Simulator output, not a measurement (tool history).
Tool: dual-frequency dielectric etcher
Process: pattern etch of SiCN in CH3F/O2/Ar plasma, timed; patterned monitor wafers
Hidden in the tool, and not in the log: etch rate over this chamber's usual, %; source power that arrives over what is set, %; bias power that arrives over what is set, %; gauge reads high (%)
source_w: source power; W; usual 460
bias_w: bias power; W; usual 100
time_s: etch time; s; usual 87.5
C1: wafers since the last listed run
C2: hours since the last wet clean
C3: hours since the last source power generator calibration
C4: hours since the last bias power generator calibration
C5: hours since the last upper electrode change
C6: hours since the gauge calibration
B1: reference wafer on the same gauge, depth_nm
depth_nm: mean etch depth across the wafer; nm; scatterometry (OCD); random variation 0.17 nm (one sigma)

{"run": 1, "hour": 0.0, "source_w": 520, "bias_w": 100, "time_s": 87.5, "C1": 0, "C2": 217.7, "C3": 2253.6, "C4": 1249.8, "C5": 1916.9, "C6": 358.7, "B1": 33.9, "depth_nm": 41.57}
{"run": 2, "hour": 12.8, "source_w": 520, "bias_w": 100, "time_s": 87.5, "C1": 150, "C2": 230.5, "C3": 2266.4, "C4": 1262.6, "C5": 1929.7, "C6": 371.5, "B1": 33.93, "depth_nm": 41.55}
{"run": 3, "hour": 34.5, "source_w": 520, "bias_w": 100, "time_s": 87.5, "C1": 255, "C2": 252.2, "C3": 2288.1, "C4": 1284.3, "C5": 1951.4, "C6": 393.2, "B1": 33.9, "depth_nm": 41.21}
{"run": 4, "hour": 66.0, "source_w": 460, "bias_w": 93, "time_s": 87.5, "C1": 371, "C2": 283.7, "C3": 2319.6, "C4": 1315.8, "C5": 1982.9, "C6": 424.7, "B1": 33.91, "depth_nm": 37.97}
{"run": 5, "hour": 92.1, "source_w": 460, "bias_w": 100, "time_s": 87.5, "C1": 307, "C2": 309.8, "C3": 2345.7, "C4": 1341.9, "C5": 2009, "C6": 450.8, "B1": 33.9, "depth_nm": 39.31}
{"hour": 151.0, "done": "wet clean of the chamber"}
{"run": 6, "hour": 151.5, "source_w": 490, "bias_w": 81, "time_s": 87.5, "C1": 417, "C2": 0.5, "C3": 2405.1, "C4": 1401.3, "C5": 2068.4, "C6": 510.2, "B1": 33.89, "depth_nm": 36.6}
{"run": 7, "hour": 175.4, "source_w": 460, "bias_w": 100, "time_s": 87.5, "C1": 281, "C2": 24.4, "C3": 2429, "C4": 1425.2, "C5": 2092.3, "C6": 534.1, "B1": 33.91, "depth_nm": 40.79}
{"run": 8, "hour": 195.8, "source_w": 460, "bias_w": 100, "time_s": 87.5, "C1": 240, "C2": 44.8, "C3": 2449.4, "C4": 1445.6, "C5": 2112.7, "C6": 554.5, "B1": 33.91, "depth_nm": 40.85}
{"run": 9, "hour": 208.2, "source_w": 460, "bias_w": 100, "time_s": 87.5, "C1": 146, "C2": 57.2, "C3": 2461.8, "C4": 1458, "C5": 2125.1, "C6": 566.9, "B1": 33.92, "depth_nm": 40.48}
{"hour": 224.6, "done": "source power generator calibrated"}
{"run": 10, "hour": 293.2, "source_w": 460, "bias_w": 100, "time_s": 87.5, "C1": 955, "C2": 142.2, "C3": 68.6, "C4": 1543, "C5": 2210.1, "C6": 651.9, "B1": 33.89, "depth_nm": 40.11}
{"run": 11, "hour": 323.0, "source_w": 460, "bias_w": 100, "time_s": 87.5, "C1": 351, "C2": 172, "C3": 98.4, "C4": 1572.8, "C5": 2239.9, "C6": 681.7, "B1": 33.91, "depth_nm": 40.13}
{"run": 12, "hour": 343.0, "source_w": 460, "bias_w": 100, "time_s": 87.5, "C1": 235, "C2": 192, "C3": 118.4, "C4": 1592.8, "C5": 2259.9, "C6": 701.7, "B1": 33.91, "depth_nm": 40.42}
{"run": 13, "hour": 370.3, "source_w": 460, "bias_w": 118, "time_s": 113, "C1": 321, "C2": 219.3, "C3": 145.7, "C4": 1620.1, "C5": 2287.2, "C6": 729, "B1": 33.89, "depth_nm": 56.76}
{"hour": 388.3, "done": "gauge calibrated"}
{"hour": 395.8, "done": "upper electrode replaced"}
{"run": 14, "hour": 403.3, "source_w": 460, "bias_w": 100, "time_s": 87.5, "C1": 106, "C2": 252.3, "C3": 178.7, "C4": 1653.1, "C5": 7.5, "C6": 15, "B1": 33.93, "depth_nm": 40.03}
{"run": 15, "hour": 423.8, "source_w": 460, "bias_w": 100, "time_s": 87.5, "C1": 241, "C2": 272.8, "C3": 199.2, "C4": 1673.6, "C5": 28, "C6": 35.5, "B1": 33.88, "depth_nm": 39.69}
{"run": 16, "hour": 450.1, "source_w": 400, "bias_w": 81, "time_s": 87.5, "C1": 310, "C2": 299.1, "C3": 225.5, "C4": 1699.9, "C5": 54.3, "C6": 61.8, "B1": 33.91, "depth_nm": 33.1}
{"hour": 477.6, "done": "wet clean of the chamber"}
{"hour": 480.1, "done": "bias power generator calibrated"}
{"run": 17, "hour": 486.0, "source_w": 370, "bias_w": 94, "time_s": 87.5, "C1": 111, "C2": 8.4, "C3": 261.4, "C4": 5.9, "C5": 90.2, "C6": 97.7, "B1": 33.9, "depth_nm": 36.36}
{"run": 18, "hour": 505.5, "source_w": 430, "bias_w": 75, "time_s": 101.5, "C1": 229, "C2": 27.9, "C3": 280.9, "C4": 25.4, "C5": 109.7, "C6": 117.2, "B1": 33.9, "depth_nm": 38.31}
{"run": 19, "hour": 526.4, "source_w": 460, "bias_w": 100, "time_s": 87.5, "C1": 246, "C2": 48.8, "C3": 301.8, "C4": 46.3, "C5": 130.6, "C6": 138.1, "B1": 33.88, "depth_nm": 40.76}
{"run": 20, "hour": 540.4, "source_w": 360, "bias_w": 110, "time_s": 66, "C1": 165, "C2": 62.8, "C3": 315.8, "C4": 60.3, "C5": 144.6, "C6": 152.1, "B1": 33.88, "depth_nm": 29.54}
{"run": 21, "hour": 577.1, "source_w": 460, "bias_w": 100, "time_s": 98.5, "C1": 432, "C2": 99.5, "C3": 352.5, "C4": 97, "C5": 181.3, "C6": 188.8, "B1": 33.89, "depth_nm": 45.4}
{"run": 22, "hour": 594.9, "source_w": 530, "bias_w": 114, "time_s": 105.5, "C1": 209, "C2": 117.3, "C3": 370.3, "C4": 114.8, "C5": 199.1, "C6": 206.6, "B1": 33.9, "depth_nm": 55.14}
{"run": 23, "hour": 613.0, "source_w": 520, "bias_w": 93, "time_s": 71, "C1": 213, "C2": 135.4, "C3": 388.4, "C4": 132.9, "C5": 217.2, "C6": 224.7, "B1": 33.87, "depth_nm": 32.62}
{"run": 24, "hour": 638.3, "source_w": 350, "bias_w": 120, "time_s": 64, "C1": 298, "C2": 160.7, "C3": 413.7, "C4": 158.2, "C5": 242.5, "C6": 250, "B1": 33.92, "depth_nm": 29.58}
{"run": 25, "hour": 664.9, "source_w": 400, "bias_w": 100, "time_s": 103.5, "C1": 313, "C2": 187.3, "C3": 440.3, "C4": 184.8, "C5": 269.1, "C6": 276.6, "B1": 33.89, "depth_nm": 45.02}
{"run": 26, "hour": 681.4, "source_w": 550, "bias_w": 111, "time_s": 70.5, "C1": 194, "C2": 203.8, "C3": 456.8, "C4": 201.3, "C5": 285.6, "C6": 293.1, "B1": 33.91, "depth_nm": 36.86}
{"run": 27, "hour": 708.1, "source_w": 400, "bias_w": 100, "time_s": 63.5, "C1": 314, "C2": 230.5, "C3": 483.5, "C4": 228, "C5": 312.3, "C6": 319.8, "B1": 33.91, "depth_nm": 27.3}

Forecast run 28:
{"run": 28, "hour": 738.5, "source_w": 460, "bias_w": 100, "time_s": 87.5, "C1": 358, "C2": 260.9, "C3": 513.9, "C4": 258.4, "C5": 342.7, "C6": 350.2, "B1": "?", "depth_nm": "?"}

{"run 28": {"B1": 33.9, "depth_nm": 39.83}}
Without the tool's hidden state the same run would have given depth_nm 40.78 nm.

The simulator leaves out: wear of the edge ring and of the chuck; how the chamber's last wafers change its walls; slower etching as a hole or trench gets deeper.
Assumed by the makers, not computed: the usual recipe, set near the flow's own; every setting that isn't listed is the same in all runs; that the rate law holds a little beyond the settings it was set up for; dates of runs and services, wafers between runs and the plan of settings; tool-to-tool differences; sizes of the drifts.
